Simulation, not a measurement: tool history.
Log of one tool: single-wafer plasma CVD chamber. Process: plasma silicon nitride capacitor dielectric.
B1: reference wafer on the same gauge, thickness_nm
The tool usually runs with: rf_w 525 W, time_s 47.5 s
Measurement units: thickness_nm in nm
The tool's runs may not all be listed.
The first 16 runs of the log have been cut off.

run 17 hour=198.8 | rf_w=525 time_s=47.5 | B1=67.468 | thickness_nm=76.585
run 18 hour=206.1 | rf_w=525 time_s=47.5 | B1=67.52 | thickness_nm=76.475
-- hour=225 showerhead replaced
run 19 hour=225.5 | rf_w=615 time_s=38.8 | B1=67.524 | thickness_nm=65.887
run 20 hour=233.8 | rf_w=490 time_s=55.4 | B1=67.487 | thickness_nm=87.176
run 21 hour=250.4 | rf_w=420 time_s=54.3 | B1=67.538 | thickness_nm=81.219
run 22 hour=260 | rf_w=455 time_s=38.5 | B1=67.475 | thickness_nm=59.074
run 23 hour=268.9 | rf_w=525 time_s=47.5 | B1=67.485 | thickness_nm=76.38
run 24 hour=319 | rf_w=525 time_s=47.5 | B1=67.49 | thickness_nm=76.397
run 25 hour=333.6 | rf_w=425 time_s=44.3 | B1=67.497 | thickness_nm=66.419
run 26 hour=341.8 | rf_w=610 time_s=47.5 | B1=67.538 | thickness_nm=80.188
run 27 hour=348.4 | rf_w=495 time_s=47.5 | B1=67.492 | thickness_nm=74.775
run 28 hour=357.6 | rf_w=430 time_s=52.9 | B1=67.483 | thickness_nm=79.556
run 29 hour=373.8 | rf_w=525 time_s=47.5 | B1=67.503 | thickness_nm=76.592
run 30 hour=386.7 | rf_w=420 time_s=54.3 | B1=67.496 | thickness_nm=81.03
run 31 hour=393 | rf_w=600 time_s=56.7 | B1=67.483 | thickness_nm=95.185
run 32 hour=401.2 | rf_w=525 time_s=53.4 | B1=67.48 | thickness_nm=86.016

Each row is a separate what-if for the run after 32, all from the same tool condition, not one after another. Results?
run A hour=401.6 | rf_w=525 time_s=47.5 | B1=? | thickness_nm=?
run B hour=401.6 | rf_w=610 time_s=38.3 | B1=? | thickness_nm=?
run C hour=401.6 | rf_w=525 time_s=54.1 | B1=? | thickness_nm=?
run D hour=401.6 | rf_w=430 time_s=38.3 | B1=? | thickness_nm=?

run=A B1=67.502 thickness_nm=76.357
run=B B1=67.502 thickness_nm=64.712
run=C B1=67.502 thickness_nm=86.967
run=D B1=67.502 thickness_nm=57.543
Without the tool's hidden state the same runs would have given:
run=A thickness_nm=76.618
run=B thickness_nm=64.932
run=C thickness_nm=87.264
run=D thickness_nm=57.739

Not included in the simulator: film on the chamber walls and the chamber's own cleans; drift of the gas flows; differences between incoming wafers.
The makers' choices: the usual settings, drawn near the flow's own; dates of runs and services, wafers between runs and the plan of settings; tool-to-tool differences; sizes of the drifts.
